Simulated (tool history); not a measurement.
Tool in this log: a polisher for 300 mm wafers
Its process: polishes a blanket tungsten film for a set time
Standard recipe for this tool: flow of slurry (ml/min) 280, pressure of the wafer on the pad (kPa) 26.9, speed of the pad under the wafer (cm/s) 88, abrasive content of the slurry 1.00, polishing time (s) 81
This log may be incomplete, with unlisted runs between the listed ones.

run,hour,flow of slurry (ml/min),pressure of the wafer on the pad (kPa),speed of the pad under the wafer (cm/s),abrasive content of the slurry,polishing time (s),wafers since the last listed run,wafers polished on this pad,hours since the slurry nozzle was cleaned,hours since the head pressure was calibrated,hours since the slurry blender was calibrated,hours since the slurry got fresh peroxide,"incoming thickness of the incoming film, nm",film removed (Å)
1,0.0,280,26.9,88,1.00,81,0,1051,753.8,930.4,50.5,45.9,1146.4,3806
# hour 12.5: worn pad replaced by a new one
2,14.2,280,26.9,88,1.00,81,86,14,768.0,944.6,64.7,60.1,1114.8,3816
# hour 19.6: slurry nozzle cleaned
3,30.8,280,26.9,88,0.90,81,132,146,11.2,961.2,81.3,76.7,1132.6,3709
4,46.9,375,26.9,88,1.15,81,136,282,27.3,977.3,97.4,92.8,1123.2,4071
5,63.7,280,26.9,88,1.00,81,142,424,44.1,994.1,114.2,109.6,1129.9,3789
# hour 78.0: slurry tank refilled with fresh slurry and peroxide
6,78.5,250,19.3,88,1.00,101,116,541,58.9,1008.9,129.0,0.5,1125.6,3418
7,90.2,280,34.5,88,1.00,81,99,640,70.6,1020.6,140.7,12.2,1114.2,4878
8,105.9,280,26.9,108,1.10,106,132,773,86.3,1036.3,156.4,27.9,1133.9,6202
9,122.3,280,17.2,88,0.90,81,138,912,102.7,1052.7,172.8,44.3,1135.2,2431
# hour 129.9: slurry blender recalibrated
# hour 134.4: worn pad replaced by a new one
10,137.3,280,26.9,88,1.00,81,76,24,117.7,1067.7,7.4,59.3,1125.8,3800
11,154.8,230,26.9,88,1.00,81,148,172,135.2,1085.2,24.9,76.8,1138.1,3756
# hour 159.7: head pressure recalibrated
12,169.9,280,26.9,88,0.85,105,110,283,150.3,10.2,40.0,91.9,1121.8,4779
13,178.4,280,26.9,88,0.85,107,71,355,158.8,18.7,48.5,100.4,1116.8,4900
14,186.2,320,24.1,88,0.80,108,66,421,166.6,26.5,56.3,108.2,1134.3,4407
15,197.3,360,26.9,88,1.00,73,93,515,177.7,37.6,67.4,119.3,1133.6,3467
16,212.4,280,26.9,88,1.00,81,127,643,192.8,52.7,82.5,134.4,1120.9,3876
# hour 216.6: slurry tank refilled with fresh slurry and peroxide
17,221.8,280,26.9,88,1.00,81,71,714,202.2,62.1,91.9,5.2,1146.8,3842
# hour 260.7: worn pad replaced by a new one
18,269.9,280,24.1,88,1.00,61,373,77,250.3,110.2,140.0,53.3,1112.8,2617
19,287.9,280,26.9,88,1.00,81,152,229,268.3,128.2,158.0,71.3,1135.8,3803
20,295.0,280,35.2,72,1.00,81,60,289,275.4,135.3,165.1,78.4,1121.5,4230
# hour 302.9: slurry blender recalibrated
21,303.4,280,26.9,62,1.00,81,54,344,283.8,143.7,0.5,86.8,1137.5,2798
22,315.5,280,26.9,116,1.00,89,102,446,295.9,155.8,12.6,98.9,1132.2,5376
23,327.6,280,26.9,88,1.00,81,102,548,308.0,167.9,24.7,111.0,1113.0,3788
24,338.9,280,18.6,68,1.00,97,95,644,319.3,179.2,36.0,122.3,1113.4,2555
25,345.5,280,35.2,78,1.20,56,55,700,325.9,185.8,42.6,128.9,1141.9,3215
# hour 353.8: slurry tank refilled with fresh slurry and peroxide
26,357.9,280,26.9,88,1.00,81,96,796,338.3,198.2,55.0,4.1,1140.7,3772
27,370.1,280,26.9,106,1.10,81,103,899,350.5,210.4,67.2,16.3,1143.9,4603

How the hidden state differs across the entries between the runs, from the last listed run before each to the first after it:
Between runs 1 and 2: worn pad replaced by a new one (hour 12.5)
  both runs share identical hidden conditions
Between runs 2 and 3: slurry nozzle cleaned (hour 19.6)
  both runs share identical hidden conditions
Between runs 5 and 6: slurry tank refilled with fresh slurry and peroxide (hour 78.0)
  both runs share identical hidden conditions
Between runs 9 and 10: slurry blender recalibrated (hour 129.9); worn pad replaced by a new one (hour 134.4)
  both runs share identical hidden conditions
Between runs 11 and 12: head pressure recalibrated (hour 159.7)
  both runs share identical hidden conditions
Between runs 16 and 17: slurry tank refilled with fresh slurry and peroxide (hour 216.6)
  both runs share identical hidden conditions
Between runs 17 and 18: worn pad replaced by a new one (hour 260.7)
  both runs share identical hidden conditions
Between runs 20 and 21: slurry blender recalibrated (hour 302.9)
  both runs share identical hidden conditions
Between runs 25 and 26: slurry tank refilled with fresh slurry and peroxide (hour 353.8)
  both runs share identical hidden conditions
